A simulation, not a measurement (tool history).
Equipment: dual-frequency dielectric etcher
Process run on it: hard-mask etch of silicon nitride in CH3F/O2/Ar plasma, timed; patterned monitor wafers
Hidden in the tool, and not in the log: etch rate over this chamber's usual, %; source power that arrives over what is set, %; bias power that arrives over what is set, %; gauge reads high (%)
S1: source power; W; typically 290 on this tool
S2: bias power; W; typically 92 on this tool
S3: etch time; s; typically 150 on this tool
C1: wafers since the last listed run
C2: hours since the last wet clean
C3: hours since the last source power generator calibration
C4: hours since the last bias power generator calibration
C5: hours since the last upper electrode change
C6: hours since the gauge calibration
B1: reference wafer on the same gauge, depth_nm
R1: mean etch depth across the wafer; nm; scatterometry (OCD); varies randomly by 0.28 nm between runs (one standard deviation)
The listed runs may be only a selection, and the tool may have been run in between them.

Run 1, day 0: usual settings but S2 82 W; C1 0; C2 470.1; C3 4762.6; C4 3412.9; C5 33.2; C6 1203; B1 111.1. Result: R1 97 nm.
At day 1.175: wet clean of the chamber.
Run 2, day 1.225: usual settings; C1 51; C2 1.2; C3 4792; C4 3442.3; C5 62.6; C6 1232.4; B1 111.3. Result: R1 97.6 nm.
Run 3, day 3.225: usual settings; C1 456; C2 49.2; C3 4840; C4 3490.3; C5 110.6; C6 1280.4; B1 111.3. Result: R1 97.9 nm.
At day 4.312: source power generator calibrated.
Run 4, day 5.267: usual settings; C1 428; C2 98.2; C3 22.9; C4 3539.3; C5 159.6; C6 1329.4; B1 111.1. Result: R1 97.7 nm.
Run 5, day 7.208: usual settings; C1 443; C2 144.8; C3 69.5; C4 3585.9; C5 206.2; C6 1376; B1 111.1. Result: R1 99.1 nm.
Run 6, day 8.429: usual settings but S3 182 s; C1 278; C2 174.1; C3 98.8; C4 3615.2; C5 235.5; C6 1405.3; B1 111.2. Result: R1 119.5 nm.
Run 7, day 10.988: usual settings; C1 584; C2 235.5; C3 160.2; C4 3676.6; C5 296.9; C6 1466.7; B1 111.1. Result: R1 99.1 nm.
At day 12.608: bias power generator calibrated.
Run 8, day 12.908: usual settings but S1 330 W; C1 400; C2 281.6; C3 206.3; C4 7.2; C5 343; C6 1512.8; B1 111. Result: R1 105.8 nm.
Run 9, day 14.421: usual settings; C1 345; C2 317.9; C3 242.6; C4 43.5; C5 379.3; C6 1549.1; B1 111. Result: R1 99.3 nm.
Run 10, day 16.354: usual settings but S1 230 W, S2 86 W, S3 172.5 s; C1 441; C2 364.3; C3 289; C4 89.9; C5 425.7; C6 1595.5; B1 110.9. Result: R1 100.9 nm.
Run 11, day 18.308: usual settings; C1 446; C2 411.2; C3 335.9; C4 136.8; C5 472.6; C6 1642.4; B1 111.1. Result: R1 100.6 nm.
Run 12, day 21.3: usual settings; C1 683; C2 483; C3 407.7; C4 208.6; C5 544.4; C6 1714.2; B1 111.1. Result: R1 101.2 nm.
At day 23.621: wet clean of the chamber.
Run 13, day 28.246: usual settings but S1 250 W, S2 70 W, S3 180 s; C1 1358; C2 111; C3 574.4; C4 375.3; C5 711.1; C6 1880.9; B1 111.2. Result: R1 100.4 nm.
Run 14, day 29.6: usual settings but S3 185 s; C1 309; C2 143.5; C3 606.9; C4 407.8; C5 743.6; C6 1913.4; B1 111. Result: R1 121.1 nm.
Run 15, day 31.946: usual settings but S1 310 W, S2 110 W, S3 174 s; C1 536; C2 199.8; C3 663.2; C4 464.1; C5 799.9; C6 1969.7; B1 111.1. Result: R1 124.8 nm.
Run 16, day 33.908: usual settings; C1 448; C2 246.9; C3 710.3; C4 511.2; C5 847; C6 2016.8; B1 111.2. Result: R1 98.6 nm.
Run 17, day 42.129: usual settings; C1 1878; C2 444.2; C3 907.6; C4 708.5; C5 1044.3; C6 2214.1; B1 111.1. Result: R1 100.5 nm.
At day 43.4: gauge calibrated.
At day 44.467: wet clean of the chamber.
Run 18, day 44.55: usual settings but S1 240 W, S3 189 s; C1 324; C2 2; C3 965.7; C4 766.6; C5 1102.4; C6 27.6; B1 111.3. Result: R1 112.4 nm.
Run 19, day 45.621: usual settings but S1 310 W, S2 75 W, S3 173.5 s; C1 244; C2 27.7; C3 991.4; C4 792.3; C5 1128.1; C6 53.3; B1 111.1. Result: R1 108.9 nm.
Run 20, day 48.004: usual settings but S3 112 s; C1 544; C2 84.9; C3 1048.6; C4 849.5; C5 1185.3; C6 110.5; B1 111.2. Result: R1 73.3 nm.
Run 21, day 49.462: usual settings but S1 310 W, S3 172 s; C1 333; C2 119.9; C3 1083.6; C4 884.5; C5 1220.3; C6 145.5; B1 111.1. Result: R1 116.4 nm.
Run 22, day 51.217: usual settings but S2 86 W, S3 131 s; C1 400; C2 162; C3 1125.7; C4 926.6; C5 1262.4; C6 187.6; B1 111.2. Result: R1 84.7 nm.
Run 23, day 54.108: usual settings but S1 270 W, S2 111 W, S3 182 s; C1 660; C2 231.4; C3 1195.1; C4 996; C5 1331.8; C6 257; B1 111.1. Result: R1 123.4 nm.
Run 24, day 55.542: usual settings but S3 129.5 s; C1 327; C2 265.8; C3 1229.5; C4 1030.4; C5 1366.2; C6 291.4; B1 110.9. Result: R1 86 nm.
Run 25, day 57.088: usual settings but S1 220 W; C1 353; C2 302.9; C3 1266.6; C4 1067.5; C5 1403.3; C6 328.5; B1 111.1. Result: R1 87.3 nm.
Run 26, day 59.688: usual settings but S3 167 s; C1 594; C2 365.3; C3 1329; C4 1129.9; C5 1465.7; C6 390.9; B1 110.9. Result: R1 111.8 nm.
Run 27, day 60.971: usual settings but S1 330 W, S3 177 s; C1 293; C2 396.1; C3 1359.8; C4 1160.7; C5 1496.5; C6 421.7; B1 111.1. Result: R1 125.6 nm.
Run 28, day 62.588: usual settings but S1 320 W, S2 106 W; C1 369; C2 434.9; C3 1398.6; C4 1199.5; C5 1535.3; C6 460.5; B1 111.3. Result: R1 110.8 nm.
At day 63.988: wet clean of the chamber.
Run 29, day 64.667: usual settings; C1 246; C2 16.3; C3 1448.5; C4 1249.4; C5 1585.2; C6 510.4; B1 111. Result: R1 98 nm.
Run 30, day 66.379: usual settings but S1 240 W; C1 391; C2 57.4; C3 1489.6; C4 1290.5; C5 1626.3; C6 551.5; B1 111.2. Result: R1 89.9 nm.

Results for each run, recomputed without the tool's hidden state and with each run's random variation untouched:
run     R1
  1   93.4
  2   97.7
  3   97.7
  4   97.1
  5   98.2
  6  118.1
  7   97.5
  8  103.7
  9   97.1
 10   98.3
 11   97.7
 12   97.8
 13    100
 14  120.3
 15  123.5
 16   97.2
 17   97.6
 18  112.3
 19  108.5
 20   72.8
 21  115.3
 22   83.6
 23  121.2
 24   84.2
 25   85.3
 26  108.8
 27  121.9
 28  107.2
 29   97.8
 30   89.4

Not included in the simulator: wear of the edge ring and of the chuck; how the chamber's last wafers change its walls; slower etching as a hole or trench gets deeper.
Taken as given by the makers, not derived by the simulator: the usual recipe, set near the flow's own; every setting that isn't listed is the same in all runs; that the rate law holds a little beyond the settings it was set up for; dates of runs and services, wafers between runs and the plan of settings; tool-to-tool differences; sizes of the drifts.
